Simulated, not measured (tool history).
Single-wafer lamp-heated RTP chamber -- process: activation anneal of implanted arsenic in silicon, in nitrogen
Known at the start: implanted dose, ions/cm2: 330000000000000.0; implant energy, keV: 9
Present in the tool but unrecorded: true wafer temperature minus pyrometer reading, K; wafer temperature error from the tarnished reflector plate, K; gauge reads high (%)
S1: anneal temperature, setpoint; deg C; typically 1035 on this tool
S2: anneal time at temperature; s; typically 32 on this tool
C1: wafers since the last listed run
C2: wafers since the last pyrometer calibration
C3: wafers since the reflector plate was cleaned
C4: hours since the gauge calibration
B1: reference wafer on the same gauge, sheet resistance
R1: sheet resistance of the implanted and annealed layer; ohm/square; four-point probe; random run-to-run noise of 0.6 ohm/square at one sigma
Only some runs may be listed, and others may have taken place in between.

run,day,S1,S2,C1,C2,C3,C4,B1,R1
1,0,1018,32,0,904,304,693.2,331.94,306.34
2,1.95,1018,32,486,1391,790,740,332,305.7
3,3.717,1018,32,440,1832,1231,782.4,332.12,304.23
4,5.288,1035,32,391,2224,1623,820.1,331.91,297.96
5,14.758,1035,32,2363,4587,3986,1047.4,331.88,294.66
6,19.158,1035,32,1097,5684,5084,1153,331.9,291.93
# day 19.942: pyrometer window cleaned and pyrometer calibrated
7,21.092,1035,32,399,287,5483,1199.4,331.91,299.25
# day 22.683: reflector plate cleaned
8,23.304,1049,32,468,756,155,1252.5,332.02,295.56
9,25.683,1049,32,593,1349,748,1309.6,332.14,292.8
10,29.004,1049,32,828,2178,1577,1389.3,331.99,292.64
11,32.283,1035,32,818,2996,2395,1468,332.15,296.34
12,34.275,1020,36,496,3493,2892,1515.8,331.98,300.23
13,38.308,1020,36,1006,4499,3898,1612.6,332.01,298.29
14,39.879,1020,36,391,4891,4290,1650.3,331.9,298.8
15,42.442,1035,32,639,5531,4930,1711.8,332.02,292.76
# day 42.954: pyrometer window cleaned and pyrometer calibrated
16,45.925,1035,32,785,741,5716,1795.4,331.89,298.15
# day 46.525: reflector plate cleaned
# day 47.696: gauge calibrated
17,48.762,1035,32,624,1366,557,25.6,331.94,299.54
18,50.483,1035,32,429,1795,987,66.9,332.08,299.22
19,54.6,1043,46,1027,2822,2014,165.7,331.88,287.36
20,56.379,1019,43,443,3266,2458,208.4,331.95,297.58
21,58.458,1006,37,518,3785,2977,258.3,332.06,305.46
22,62.883,1035,32,1104,4889,4081,364.5,331.78,293.34
23,65.454,1035,32,641,5530,4722,426.2,331.92,292.51
# day 67.283: reflector plate cleaned
# day 67.792: pyrometer window cleaned and pyrometer calibrated
24,69.867,1035,39,934,517,560,532.1,332.22,295.84
25,72.546,1035,32,668,1186,1229,596.4,331.85,298.93
26,76.254,1061,39,925,2111,2154,685.4,332.1,284.96
27,79.375,1035,32,778,2890,2933,760.3,331.86,297.35
28,82.412,1050,39,757,3648,3691,833.2,331.87,287.13
29,85.646,1058,44,806,4454,4497,910.8,331.9,280.58
30,89.892,1012,38,1059,5514,5557,1012.7,331.94,298.39
# day 91.738: reflector plate cleaned
# day 92.208: pyrometer window cleaned and pyrometer calibrated
31,92.6,1047,25,509,97,131,1077.7,331.9,300.56
32,96.296,1054,32,922,1020,1053,1166.4,331.92,292.09
33,100.588,1024,32,1070,2090,2124,1269.4,331.88,302.39
34,104.054,1064,39,864,2955,2989,1352.6,332.02,282.46
35,107.479,1015,47,854,3810,3844,1434.8,332.09,297.9
36,110.746,1035,32,815,4625,4659,1513.2,331.94,294.92

Forecast each of these 4 alternatives for the next run:
A,110.762,1060,32,4,4629,4663,1513.6,?,?
B,110.762,1062,39,4,4629,4663,1513.6,?,?
C,110.762,1008,13,4,4629,4663,1513.6,?,?
D,110.762,1058,26,4,4629,4663,1513.6,?,?

run,B1,R1
A,332.18,285.41
B,332.18,280.95
C,332.18,317.08
D,332.18,289.94
With no hidden state in the tool, these same runs would have given:
run,R1
A,291.85
B,287.55
C,320.98
D,296.2
